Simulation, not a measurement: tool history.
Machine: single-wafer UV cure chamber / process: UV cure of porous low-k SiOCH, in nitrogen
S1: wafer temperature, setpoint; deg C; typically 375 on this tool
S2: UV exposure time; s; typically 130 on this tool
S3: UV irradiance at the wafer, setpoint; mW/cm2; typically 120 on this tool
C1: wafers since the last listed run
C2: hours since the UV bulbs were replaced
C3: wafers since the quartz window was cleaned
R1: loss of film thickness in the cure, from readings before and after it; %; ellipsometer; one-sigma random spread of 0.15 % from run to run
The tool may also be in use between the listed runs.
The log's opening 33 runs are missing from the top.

run     day   S1   S2   S3   C1     C2    C3      R1
 34  20.188  375  130  137  138  182.9  2619  11.992
 35  22.262  362   90  146  470  232.7  3090    9.97
 36  22.575  356  130  120   70  240.2  3160  10.607
 37  23.279  375  130  120  159  257.1  3320  10.861
 38  23.758  375  185  120  108  268.6  3429  12.975
 39  24.433  375  130  120  153  284.8  3582  10.963
 40  24.979  375  130  120  123  297.9  3706  10.614
 41  25.392  383   60   96   93  307.8  3799   6.214
 42    26.1  359   55   81  160  324.8  3960   4.766

Here are 3 independent what-if runs from the current tool condition. What would each one return?
  A  26.121  375  130  120   4  325.3  3965   ?
  B  26.121  375   85  151   4  325.3  3965   ?
  C  26.121  382  130  120   4  325.3  3965   ?

run      R1
  A  10.689
  B   9.729
  C  10.831
Had the tool no hidden state, the same runs would have come out as:
run      R1
  A  11.925
  B  10.948
  C   12.07
